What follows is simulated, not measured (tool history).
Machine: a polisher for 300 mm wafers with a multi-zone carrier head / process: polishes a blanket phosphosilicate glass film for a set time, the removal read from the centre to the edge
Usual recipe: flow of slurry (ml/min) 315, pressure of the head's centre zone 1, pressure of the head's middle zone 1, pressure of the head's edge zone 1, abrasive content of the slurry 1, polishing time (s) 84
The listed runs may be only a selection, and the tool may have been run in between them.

run	hour	flow of slurry (ml/min)	pressure of the head's centre zone	pressure of the head's middle zone	pressure of the head's edge zone	abrasive content of the slurry	polishing time (s)	incoming thickness of the incoming film, nm	film removed at the wafer's centre (Å)	film removed at mid-radius (Å)	film removed at the wafer's edge (Å)
1	0	315	0.91	1	1	0.85	84	2958.5	3477	3768	3803
2	88.1	315	0.91	1	1	0.85	84	3026.1	3363	3659	3710
# hour 109.9: worn pad replaced by a new one
3	134.3	315	0.91	1	1	0.85	84	2963.5	3651	3913	3958
4	188.6	315	1	1	1	1	84	2954.5	4317	4309	4404
# hour 212.2: centre zone pressure recalibrated
# hour 255.5: slurry nozzle cleaned
5	256	315	1	1	1	1	84	3027.6	4354	4418	4446
# hour 287.8: edge zone pressure recalibrated
6	328.9	315	1	1	1	1	84	2990.4	4267	4274	4339
7	405	315	1	1	1	1	84	2943.3	4171	4160	4198
8	470.1	315	1	1	1	1	84	2927.6	4042	4016	3992
9	512.8	315	1	0.93	1	1	84	2987.6	3981	3746	3961
# hour 545.7: worn pad replaced by a new one
10	558.8	360	1	1.07	1	1	106	2957.2	5474	5718	5495
11	663.9	315	1	1	1	1	84	2958.5	4172	4201	4256
# hour 683.6: slurry nozzle cleaned
# hour 696.3: carrier head's membrane replaced by a new one
12	713.3	315	0.91	1	1	1.25	108	3040.4	5825	6104	6243
13	781.4	315	1	1	1.05	1	84	3035.9	4220	4232	4486
14	865.1	415	1	1	1	1	108	3023.2	5426	5388	5483
# hour 879.8: worn pad replaced by a new one
15	903.2	315	1	1	1	1	84	2995.5	4381	4432	4334
# hour 911.7: centre zone pressure recalibrated
16	983.5	315	1	1.05	1.12	1.25	63	3003.2	3607	3750	3855
# hour 1027.8: slurry nozzle cleaned
17	1078.2	315	1	1	1	1	84	2932.6	4385	4330	4325
18	1145.9	355	0.93	1	1	1	84	3002.2	4052	4259	4348
# hour 1216.8: edge zone pressure recalibrated
# hour 1220.1: worn pad replaced by a new one
19	1242.3	315	1	0.9	1	1	84	2941.4	4405	4054	4332
20	1331.2	315	1	1	1	1	84	2971.7	4313	4316	4329
21	1400	400	1	1	1.08	1	84	2950.8	4290	4265	4413
# hour 1408.3: slurry nozzle cleaned
22	1477.5	315	0.89	1	1.12	0.75	84	2956.3	3233	3560	3726

3 ways to go on from here, each from the tool as it stands after run 22. What would each give?
A	1477.9	315	1	1	1	1	84	3005.3	?	?	?
B	1477.9	315	1.06	1	1	1.25	84	3005.3	?	?	?
C	1477.9	315	0.95	1.12	1	0.8	93	3005.3	?	?	?

run	film removed at the wafer's centre (Å)	film removed at mid-radius (Å)	film removed at the wafer's edge (Å)
A	4203	4246	4179
B	4923	4744	4671
C	3907	4525	4037
The same runs, with their run-to-run variation unchanged, on a tool lacking any hidden condition would have given:
run	film removed at the wafer's centre (Å)	film removed at mid-radius (Å)	film removed at the wafer's edge (Å)
A	4414	4456	4382
B	5169	4979	4898
C	4103	4749	4233

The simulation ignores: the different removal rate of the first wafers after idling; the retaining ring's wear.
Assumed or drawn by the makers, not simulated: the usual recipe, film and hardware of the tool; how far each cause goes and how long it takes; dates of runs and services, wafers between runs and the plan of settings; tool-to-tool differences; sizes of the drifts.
